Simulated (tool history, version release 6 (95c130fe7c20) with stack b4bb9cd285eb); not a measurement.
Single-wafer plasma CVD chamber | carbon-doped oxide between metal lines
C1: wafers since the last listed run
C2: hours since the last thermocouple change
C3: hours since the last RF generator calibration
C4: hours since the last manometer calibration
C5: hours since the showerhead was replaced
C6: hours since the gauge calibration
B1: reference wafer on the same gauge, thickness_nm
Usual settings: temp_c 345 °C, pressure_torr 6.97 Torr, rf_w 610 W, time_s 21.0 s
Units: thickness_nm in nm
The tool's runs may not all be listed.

{"run": 1, "day": 0.0, "temp_c": 345, "pressure_torr": 6.97, "rf_w": 610, "time_s": 17.9, "C1": 0, "C2": 961.4, "C3": 2176.0, "C4": 437.8, "C5": 3695.9, "C6": 607.1, "B1": 133.15, "thickness_nm": 99.005}
{"run": 2, "day": 1.075, "temp_c": 345, "pressure_torr": 6.97, "rf_w": 610, "time_s": 21.0, "C1": 540, "C2": 987.2, "C3": 2201.8, "C4": 463.6, "C5": 3721.7, "C6": 632.9, "B1": 133.007, "thickness_nm": 115.861}
{"run": 3, "day": 2.271, "temp_c": 345, "pressure_torr": 6.97, "rf_w": 610, "time_s": 21.0, "C1": 601, "C2": 1015.9, "C3": 2230.5, "C4": 492.3, "C5": 3750.4, "C6": 661.6, "B1": 133.037, "thickness_nm": 116.188}
{"run": 4, "day": 3.621, "temp_c": 345, "pressure_torr": 6.97, "rf_w": 610, "time_s": 21.0, "C1": 678, "C2": 1048.3, "C3": 2262.9, "C4": 524.7, "C5": 3782.8, "C6": 694.0, "B1": 132.989, "thickness_nm": 115.375}
{"run": 5, "day": 4.812, "temp_c": 354, "pressure_torr": 6.97, "rf_w": 610, "time_s": 21.0, "C1": 599, "C2": 1076.9, "C3": 2291.5, "C4": 553.3, "C5": 3811.4, "C6": 722.6, "B1": 132.991, "thickness_nm": 112.414}
{"run": 6, "day": 5.933, "temp_c": 345, "pressure_torr": 6.97, "rf_w": 610, "time_s": 21.0, "C1": 563, "C2": 1103.8, "C3": 2318.4, "C4": 580.2, "C5": 3838.3, "C6": 749.5, "B1": 133.042, "thickness_nm": 115.499}
{"run": 7, "day": 6.583, "temp_c": 345, "pressure_torr": 6.97, "rf_w": 610, "time_s": 21.0, "C1": 326, "C2": 1119.4, "C3": 2334.0, "C4": 595.8, "C5": 3853.9, "C6": 765.1, "B1": 133.133, "thickness_nm": 115.542}
{"run": 8, "day": 7.171, "temp_c": 345, "pressure_torr": 6.97, "rf_w": 515, "time_s": 21.0, "C1": 295, "C2": 1133.5, "C3": 2348.1, "C4": 609.9, "C5": 3868.0, "C6": 779.2, "B1": 132.973, "thickness_nm": 101.632}
{"run": 9, "day": 8.058, "temp_c": 345, "pressure_torr": 6.97, "rf_w": 515, "time_s": 21.0, "C1": 446, "C2": 1154.8, "C3": 2369.4, "C4": 631.2, "C5": 3889.3, "C6": 800.5, "B1": 132.947, "thickness_nm": 101.64}
{"run": 10, "day": 8.596, "temp_c": 345, "pressure_torr": 6.97, "rf_w": 610, "time_s": 21.0, "C1": 270, "C2": 1167.7, "C3": 2382.3, "C4": 644.1, "C5": 3902.2, "C6": 813.4, "B1": 133.006, "thickness_nm": 115.745}
{"run": 11, "day": 9.762, "temp_c": 345, "pressure_torr": 6.97, "rf_w": 725, "time_s": 21.0, "C1": 586, "C2": 1195.7, "C3": 2410.3, "C4": 672.1, "C5": 3930.2, "C6": 841.4, "B1": 132.998, "thickness_nm": 130.319}
{"day": 10.654, "done": "thermocouple changed; heater temperature recalibrated"}
{"run": 12, "day": 11.046, "temp_c": 345, "pressure_torr": 6.97, "rf_w": 610, "time_s": 21.0, "C1": 477, "C2": 9.4, "C3": 2441.1, "C4": 702.9, "C5": 3961.0, "C6": 872.2, "B1": 132.926, "thickness_nm": 115.559}
{"run": 13, "day": 13.958, "temp_c": 345, "pressure_torr": 6.97, "rf_w": 610, "time_s": 21.0, "C1": 1464, "C2": 79.3, "C3": 2511.0, "C4": 772.8, "C5": 4030.9, "C6": 942.1, "B1": 132.98, "thickness_nm": 115.203}
{"run": 14, "day": 15.046, "temp_c": 345, "pressure_torr": 7.62, "rf_w": 610, "time_s": 22.3, "C1": 546, "C2": 105.4, "C3": 2537.1, "C4": 798.9, "C5": 4057.0, "C6": 968.2, "B1": 132.972, "thickness_nm": 123.5}
{"day": 15.658, "done": "showerhead replaced"}
{"day": 15.792, "done": "gauge calibrated"}
{"run": 15, "day": 16.396, "temp_c": 345, "pressure_torr": 6.97, "rf_w": 610, "time_s": 21.0, "C1": 511, "C2": 137.8, "C3": 2569.5, "C4": 831.3, "C5": 17.7, "C6": 14.5, "B1": 133.114, "thickness_nm": 115.52}
{"day": 16.808, "done": "RF generator calibrated"}
{"run": 16, "day": 17.162, "temp_c": 333, "pressure_torr": 7.54, "rf_w": 610, "time_s": 17.6, "C1": 217, "C2": 156.2, "C3": 8.5, "C4": 849.7, "C5": 36.1, "C6": 32.9, "B1": 133.017, "thickness_nm": 108.819}
{"run": 17, "day": 18.538, "temp_c": 345, "pressure_torr": 6.97, "rf_w": 560, "time_s": 21.0, "C1": 691, "C2": 189.2, "C3": 41.5, "C4": 882.7, "C5": 69.1, "C6": 65.9, "B1": 132.97, "thickness_nm": 115.508}
{"run": 18, "day": 19.796, "temp_c": 345, "pressure_torr": 6.97, "rf_w": 610, "time_s": 21.0, "C1": 632, "C2": 219.4, "C3": 71.7, "C4": 912.9, "C5": 99.3, "C6": 96.1, "B1": 133.007, "thickness_nm": 122.255}
{"run": 19, "day": 20.854, "temp_c": 345, "pressure_torr": 6.97, "rf_w": 610, "time_s": 18.0, "C1": 532, "C2": 244.8, "C3": 97.1, "C4": 938.3, "C5": 124.7, "C6": 121.5, "B1": 133.006, "thickness_nm": 105.6}
{"day": 21.988, "done": "capacitance manometer re-zeroed and calibrated"}
{"run": 20, "day": 22.008, "temp_c": 345, "pressure_torr": 6.97, "rf_w": 610, "time_s": 21.0, "C1": 412, "C2": 272.5, "C3": 124.8, "C4": 0.5, "C5": 152.4, "C6": 149.2, "B1": 132.898, "thickness_nm": 122.313}
{"run": 21, "day": 22.742, "temp_c": 345, "pressure_torr": 6.97, "rf_w": 610, "time_s": 21.0, "C1": 368, "C2": 290.1, "C3": 142.4, "C4": 18.1, "C5": 170.0, "C6": 166.8, "B1": 132.93, "thickness_nm": 121.842}
{"run": 22, "day": 23.75, "temp_c": 349, "pressure_torr": 7.62, "rf_w": 610, "time_s": 23.6, "C1": 507, "C2": 314.3, "C3": 166.6, "C4": 42.3, "C5": 194.2, "C6": 191.0, "B1": 132.978, "thickness_nm": 135.885}
{"run": 23, "day": 25.171, "temp_c": 334, "pressure_torr": 8.1, "rf_w": 560, "time_s": 21.0, "C1": 714, "C2": 348.4, "C3": 200.7, "C4": 76.4, "C5": 228.3, "C6": 225.1, "B1": 133.067, "thickness_nm": 119.896}
{"run": 24, "day": 25.821, "temp_c": 345, "pressure_torr": 6.97, "rf_w": 610, "time_s": 17.1, "C1": 326, "C2": 364.0, "C3": 216.3, "C4": 92.0, "C5": 243.9, "C6": 240.7, "B1": 132.976, "thickness_nm": 99.189}

The next listed run, before its measurement:
{"run": 25, "day": 26.429, "temp_c": 345, "pressure_torr": 5.37, "rf_w": 610, "time_s": 21.0, "C1": 305, "C2": 378.6, "C3": 230.9, "C4": 106.6, "C5": 258.5, "C6": 255.3, "B1": "?", "thickness_nm": "?"}

B1: 133.080
thickness_nm: 118.017 nm
Without the tool's hidden state the same run would have given thickness_nm 120.123 nm.
